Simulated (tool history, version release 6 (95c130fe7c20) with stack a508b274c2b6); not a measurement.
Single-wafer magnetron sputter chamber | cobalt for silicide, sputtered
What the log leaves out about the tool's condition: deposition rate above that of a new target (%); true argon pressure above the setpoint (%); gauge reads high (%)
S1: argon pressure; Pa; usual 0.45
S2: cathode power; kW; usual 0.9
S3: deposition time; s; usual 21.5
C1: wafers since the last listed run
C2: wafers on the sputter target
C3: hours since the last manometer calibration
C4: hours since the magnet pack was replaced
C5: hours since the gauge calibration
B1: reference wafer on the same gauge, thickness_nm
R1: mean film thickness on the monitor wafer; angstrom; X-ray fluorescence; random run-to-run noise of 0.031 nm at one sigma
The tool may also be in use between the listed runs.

run 1 hour=0 | S1=0.45 S2=0.9 S3=21.5 | C1=0 C2=5508 C3=934.3 C4=5723.6 C5=779.3 | B1=8.313 | R1=92.1
-- hour=36.9 sputter target and shields replaced
run 2 hour=37.4 | S1=0.45 S2=0.9 S3=21.5 | C1=574 C2=9 C3=971.7 C4=5761 C5=816.7 | B1=8.297 | R1=92.36
run 3 hour=75.1 | S1=0.4 S2=1 S3=21.5 | C1=736 C2=746 C3=1009.4 C4=5798.7 C5=854.4 | B1=8.318 | R1=104.99
run 4 hour=100.7 | S1=0.45 S2=0.9 S3=21.5 | C1=500 C2=1246 C3=1035 C4=5824.3 C5=880 | B1=8.311 | R1=92.17
run 5 hour=136.1 | S1=0.45 S2=0.9 S3=21.5 | C1=691 C2=1938 C3=1070.4 C4=5859.7 C5=915.4 | B1=8.312 | R1=92.04
run 6 hour=151.6 | S1=0.403 S2=0.9 S3=21.5 | C1=302 C2=2241 C3=1085.9 C4=5875.2 C5=930.9 | B1=8.301 | R1=94.44
run 7 hour=175.5 | S1=0.403 S2=0.9 S3=21.5 | C1=467 C2=2708 C3=1109.8 C4=5899.1 C5=954.8 | B1=8.311 | R1=94.32
run 8 hour=197.6 | S1=0.487 S2=0.9 S3=21.5 | C1=431 C2=3140 C3=1131.9 C4=5921.2 C5=976.9 | B1=8.305 | R1=90.47
run 9 hour=216.8 | S1=0.487 S2=0.9 S3=21.5 | C1=375 C2=3516 C3=1151.1 C4=5940.4 C5=996.1 | B1=8.305 | R1=90.56
run 10 hour=243.3 | S1=0.487 S2=0.9 S3=21.5 | C1=517 C2=4034 C3=1177.6 C4=5966.9 C5=1022.6 | B1=8.3 | R1=90.52
run 11 hour=264.2 | S1=0.45 S2=0.9 S3=21.5 | C1=408 C2=4442 C3=1198.5 C4=5987.8 C5=1043.5 | B1=8.309 | R1=91.82
run 12 hour=291 | S1=0.389 S2=0.75 S3=25.8 | C1=523 C2=4966 C3=1225.3 C4=6014.6 C5=1070.3 | B1=8.289 | R1=94.88
run 13 hour=320.6 | S1=0.45 S2=0.9 S3=21.5 | C1=578 C2=5545 C3=1254.9 C4=6044.2 C5=1099.9 | B1=8.304 | R1=91.79
-- hour=340.7 sputter target and shields replaced
run 14 hour=353.9 | S1=0.45 S2=0.9 S3=22.9 | C1=494 C2=257 C3=1288.2 C4=6077.5 C5=1133.2 | B1=8.3 | R1=97.9
run 15 hour=448.8 | S1=0.45 S2=0.9 S3=21.5 | C1=1855 C2=2112 C3=1383.1 C4=6172.4 C5=1228.1 | B1=8.288 | R1=92.35
run 16 hour=468.6 | S1=0.555 S2=0.8 S3=22.9 | C1=387 C2=2499 C3=1402.9 C4=6192.2 C5=1247.9 | B1=8.297 | R1=82.02
run 17 hour=484.8 | S1=0.296 S2=1 S3=25.1 | C1=316 C2=2816 C3=1419.1 C4=6208.4 C5=1264.1 | B1=8.304 | R1=129.69
run 18 hour=520.6 | S1=0.45 S2=0.9 S3=17.5 | C1=699 C2=3516 C3=1454.9 C4=6244.2 C5=1299.9 | B1=8.308 | R1=74.98
-- hour=528.9 capacitance manometer re-zeroed and calibrated
run 19 hour=533 | S1=0.612 S2=0.8 S3=17.3 | C1=86 C2=3602 C3=4.1 C4=6256.6 C5=1312.3 | B1=8.302 | R1=60.57
run 20 hour=553.7 | S1=0.391 S2=0.75 S3=21.5 | C1=404 C2=4006 C3=24.8 C4=6277.3 C5=1333 | B1=8.293 | R1=79.47
-- hour=568.8 magnet pack replaced
run 21 hour=579.7 | S1=0.526 S2=0.9 S3=18.3 | C1=351 C2=4358 C3=50.8 C4=10.9 C5=1359 | B1=8.287 | R1=75.58
run 22 hour=606.2 | S1=0.606 S2=1.05 S3=19 | C1=517 C2=4876 C3=77.3 C4=37.4 C5=1385.5 | B1=8.308 | R1=87.75
-- hour=615 sputter target and shields replaced
run 23 hour=641.7 | S1=0.45 S2=0.9 S3=17.2 | C1=537 C2=522 C3=112.8 C4=72.9 C5=1421 | B1=8.293 | R1=73.97
-- hour=654.4 gauge calibrated
run 24 hour=699.9 | S1=0.32 S2=0.95 S3=21.5 | C1=1137 C2=1660 C3=171 C4=131.1 C5=45.5 | B1=8.407 | R1=105.74
run 25 hour=727.8 | S1=0.309 S2=0.75 S3=25.3 | C1=545 C2=2205 C3=198.9 C4=159 C5=73.4 | B1=8.423 | R1=98.92
run 26 hour=740.5 | S1=0.585 S2=0.9 S3=21.5 | C1=248 C2=2453 C3=211.6 C4=171.7 C5=86.1 | B1=8.405 | R1=87.22
run 27 hour=772.8 | S1=0.523 S2=0.9 S3=21.5 | C1=631 C2=3085 C3=243.9 C4=204 C5=118.4 | B1=8.408 | R1=89.2
run 28 hour=801.6 | S1=0.45 S2=0.9 S3=21.5 | C1=562 C2=3648 C3=272.7 C4=232.8 C5=147.2 | B1=8.385 | R1=93.23
run 29 hour=816.8 | S1=0.45 S2=0.9 S3=21.5 | C1=297 C2=3945 C3=287.9 C4=248 C5=162.4 | B1=8.387 | R1=93.37
run 30 hour=832.9 | S1=0.337 S2=0.9 S3=24.8 | C1=314 C2=4259 C3=304 C4=264.1 C5=178.5 | B1=8.384 | R1=113.64
run 31 hour=849.4 | S1=0.282 S2=0.7 S3=21.5 | C1=322 C2=4582 C3=320.5 C4=280.6 C5=195 | B1=8.377 | R1=79.34
run 32 hour=876.2 | S1=0.45 S2=0.9 S3=21.5 | C1=523 C2=5106 C3=347.3 C4=307.4 C5=221.8 | B1=8.369 | R1=92.75
-- hour=912.5 sputter target and shields replaced
run 33 hour=913 | S1=0.45 S2=0.8 S3=21.5 | C1=562 C2=9 C3=384.1 C4=344.2 C5=258.6 | B1=8.374 | R1=82.58
run 34 hour=945 | S1=0.522 S2=0.7 S3=22.9 | C1=625 C2=634 C3=416.1 C4=376.2 C5=290.6 | B1=8.362 | R1=74.12

What would each run have given without the hidden state, its run-to-run variation left as it was?
run=1 R1=93.36
run=2 R1=93.64
run=3 R1=106.48
run=4 R1=93.48
run=5 R1=93.37
run=6 R1=95.81
run=7 R1=95.7
run=8 R1=91.8
run=9 R1=91.9
run=10 R1=91.87
run=11 R1=93.2
run=12 R1=96.32
run=13 R1=93.18
run=14 R1=99.4
run=15 R1=93.79
run=16 R1=83.31
run=17 R1=131.72
run=18 R1=76.16
run=19 R1=61.53
run=20 R1=80.73
run=21 R1=76.78
run=22 R1=89.15
run=23 R1=75.15
run=24 R1=105.98
run=25 R1=99.22
run=26 R1=87.5
run=27 R1=89.56
run=28 R1=93.67
run=29 R1=93.84
run=30 R1=114.25
run=31 R1=79.8
run=32 R1=93.32
run=33 R1=83.15
run=34 R1=74.67

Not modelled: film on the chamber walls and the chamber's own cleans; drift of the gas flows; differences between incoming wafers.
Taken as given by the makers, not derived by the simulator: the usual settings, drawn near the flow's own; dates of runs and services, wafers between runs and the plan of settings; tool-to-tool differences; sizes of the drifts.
